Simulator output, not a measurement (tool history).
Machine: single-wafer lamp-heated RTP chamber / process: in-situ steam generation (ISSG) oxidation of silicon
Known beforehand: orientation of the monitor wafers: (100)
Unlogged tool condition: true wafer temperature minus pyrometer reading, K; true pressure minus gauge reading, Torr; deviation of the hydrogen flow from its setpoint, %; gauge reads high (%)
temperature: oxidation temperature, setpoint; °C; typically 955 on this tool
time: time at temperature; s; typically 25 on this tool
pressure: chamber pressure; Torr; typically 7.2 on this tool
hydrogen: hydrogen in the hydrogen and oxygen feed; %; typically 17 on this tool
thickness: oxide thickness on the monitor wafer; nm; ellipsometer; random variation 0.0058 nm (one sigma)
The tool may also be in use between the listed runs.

run	hour	temperature	time	pressure	hydrogen	wafers since the last listed run	wafers since the last pyrometer calibration	hours since the pressure gauge was zeroed	hours since the hydrogen flow controller was replaced	hours since the gauge calibration	read-back reference wafer on the same gauge, thickness	thickness
1	0	955	25	7.2	17	0	3633	2465.6	2367	407.2	3.12	3.933
2	16.5	955	25	7.2	17	133	3767	2482.1	2383.5	423.7	3.121	3.925
3	26.3	955	25	7.2	17	79	3847	2491.9	2393.3	433.5	3.118	3.929
4	40.1	955	25	7.2	17	112	3959	2505.7	2407.1	447.3	3.121	3.941
5	46.1	955	25	7.2	17	48	4007	2511.7	2413.1	453.3	3.119	3.932
# hour 58.6: pyrometer window cleaned and pyrometer calibrated
# hour 66.7: pressure gauge zeroed
6	67.2	955	25	7.8	17	41	5	0.5	2434.2	474.4	3.121	3.871
7	79.7	955	25	7.2	17	101	106	13	2446.7	486.9	3.121	3.858
8	91.3	955	25	7.2	17	94	200	24.6	2458.3	498.5	3.119	3.872
9	100.3	955	25	7.2	17	73	274	33.6	2467.3	507.5	3.12	3.855
10	107.9	955	25	7.2	17	61	335	41.2	2474.9	515.1	3.121	3.856
11	123.8	968	25	6.9	17	129	464	57.1	2490.8	531	3.121	4.037
12	142.3	955	25	7.8	17	150	615	75.6	2509.3	549.5	3.12	3.892
13	150.7	955	25	7.2	17	68	683	84	2517.7	557.9	3.12	3.871
14	163.7	950	25	8.4	24	105	788	97	2530.7	570.9	3.12	4.12
15	180.8	935	15	6.9	11	138	927	114.1	2547.8	588	3.119	2.678
16	192.4	945	21	7.7	11	94	1021	125.7	2559.4	599.6	3.12	3.184
# hour 205.9: gauge calibrated
17	209.8	955	25	6.9	22	141	1163	143.1	2576.8	3.9	3.119	4.108
# hour 219.8: hydrogen flow controller replaced
18	220.3	955	32	7.2	17	20	1183	153.6	0.5	14.4	3.119	4.338
19	229.4	974	25	6.9	25	73	1257	162.7	9.6	23.5	3.119	4.543
20	236.9	963	22	7.9	11	60	1318	170.2	17.1	31	3.12	3.447
21	252.7	962	25	7.2	17	128	1446	186	32.9	46.8	3.122	3.974
22	260.2	948	25	7.6	13	60	1507	193.5	40.4	54.3	3.12	3.599
23	278	955	25	7.2	17	144	1652	211.3	58.2	72.1	3.12	3.881
24	291.8	955	22	7.2	17	112	1764	225.1	72	85.9	3.12	3.677
25	320.8	945	25	6.9	11	235	1999	254.1	101	114.9	3.12	3.422
26	338.1	955	25	7.2	17	140	2140	271.4	118.3	132.2	3.119	3.893
27	347.6	947	16	7.2	17	77	2217	280.9	127.8	141.7	3.121	3.159
28	364.4	955	25	7.2	17	136	2353	297.7	144.6	158.5	3.121	3.905
29	397.6	940	30	7.2	17	269	2623	330.9	177.8	191.7	3.12	4.036
30	447.3	955	25	7.2	11	403	3027	380.6	227.5	241.4	3.121	3.576
31	457.1	955	25	7.8	17	79	3106	390.4	237.3	251.2	3.119	3.927
32	469.4	955	25	8.3	17	99	3206	402.7	249.6	263.5	3.12	3.937

Pick out some run-to-run changes in thickness. Of each, how much would a tool without hidden state show as well, from the settings, what came in and chance, and how much is left for the hidden state and any gauge scatter not in both results compared?
Run 5 -> 6: pressure 7.2 -> 7.8, pyrometer window cleaned and pyrometer calibrated, pressure gauge zeroed. thickness -0.061 nm: hidden state -0.08, all else +0.019.
Run 14 -> 15: temperature 950 -> 935, time 25 -> 15, pressure 8.4 -> 6.9, hydrogen 24 -> 11. thickness -1.442 nm: hidden state -0.01, all else -1.432.
Run 16 -> 17: temperature 945 -> 955, time 21 -> 25, pressure 7.7 -> 6.9, hydrogen 11 -> 22, gauge calibrated. thickness +0.924 nm: hidden state +0.012, all else +0.912.
Run 19 -> 20: temperature 974 -> 963, time 25 -> 22, pressure 6.9 -> 7.9, hydrogen 25 -> 11. thickness -1.096 nm: hidden state -0.012, all else -1.084.
Run 26 -> 27: temperature 955 -> 947, time 25 -> 16. thickness -0.734 nm: hidden state -0.015, all else -0.719.
Run 27 -> 28: temperature 947 -> 955, time 16 -> 25. thickness +0.746 nm: hidden state +0.02, all else +0.726.
